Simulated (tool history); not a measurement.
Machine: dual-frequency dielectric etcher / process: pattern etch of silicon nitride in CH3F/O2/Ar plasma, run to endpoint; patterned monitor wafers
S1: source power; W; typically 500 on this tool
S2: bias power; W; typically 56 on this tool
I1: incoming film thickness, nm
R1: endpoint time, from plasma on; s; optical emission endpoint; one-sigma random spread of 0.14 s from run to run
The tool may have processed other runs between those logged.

{"run": 1, "hour": 0.0, "S1": 500, "S2": 56, "I1": 25.34, "R1": 37.8}
{"run": 2, "hour": 13.2, "S1": 500, "S2": 56, "I1": 25.37, "R1": 37.8}
{"run": 3, "hour": 30.9, "S1": 530, "S2": 56, "I1": 25.39, "R1": 37}
{"run": 4, "hour": 44.7, "S1": 530, "S2": 56, "I1": 25.05, "R1": 36.7}
{"hour": 70.6, "done": "upper electrode replaced"}
{"run": 5, "hour": 71.1, "S1": 410, "S2": 56, "I1": 25.1, "R1": 39.2}
{"run": 6, "hour": 71.4, "S1": 410, "S2": 56, "I1": 25.41, "R1": 39.5}
{"run": 7, "hour": 77.8, "S1": 500, "S2": 56, "I1": 25.01, "R1": 37.1}
{"hour": 84.8, "done": "bias power generator calibrated"}
{"run": 8, "hour": 89.7, "S1": 500, "S2": 56, "I1": 25.27, "R1": 37.3}
{"hour": 122.3, "done": "wet clean of the chamber"}
{"run": 9, "hour": 122.8, "S1": 400, "S2": 69, "I1": 25.36, "R1": 40}
{"run": 10, "hour": 123.2, "S1": 440, "S2": 66, "I1": 25.12, "R1": 39.2}
{"hour": 127.7, "done": "source power generator calibrated"}
{"run": 11, "hour": 128.2, "S1": 590, "S2": 56, "I1": 25.16, "R1": 37.1}
{"run": 12, "hour": 137.1, "S1": 410, "S2": 61, "I1": 25.1, "R1": 40.1}
{"run": 13, "hour": 143.2, "S1": 600, "S2": 63, "I1": 24.93, "R1": 35.8}
{"run": 14, "hour": 159.0, "S1": 500, "S2": 56, "I1": 25.21, "R1": 38.8}
{"run": 15, "hour": 171.9, "S1": 610, "S2": 44, "I1": 25.2, "R1": 38.4}

Each row is a separate what-if for the run after 15, all from the same tool condition, not one after another. Results?
{"run": "A", "hour": 172.3, "S1": 570, "S2": 56, "I1": 25.38, "R1": "?"}
{"run": "B", "hour": 172.3, "S1": 460, "S2": 56, "I1": 25.38, "R1": "?"}
{"run": "C", "hour": 172.3, "S1": 590, "S2": 52, "I1": 25.38, "R1": "?"}
{"run": "D", "hour": 172.3, "S1": 600, "S2": 47, "I1": 25.38, "R1": "?"}
{"run": "E", "hour": 172.3, "S1": 450, "S2": 50, "I1": 25.38, "R1": "?"}

run=A R1=37.8
run=B R1=40.2
run=C R1=38
run=D R1=38.5
run=E R1=41.3
What these runs would have given with no unlogged condition in the tool:
run=A R1=37.9
run=B R1=40.2
run=C R1=38
run=D R1=38.5
run=E R1=41.3
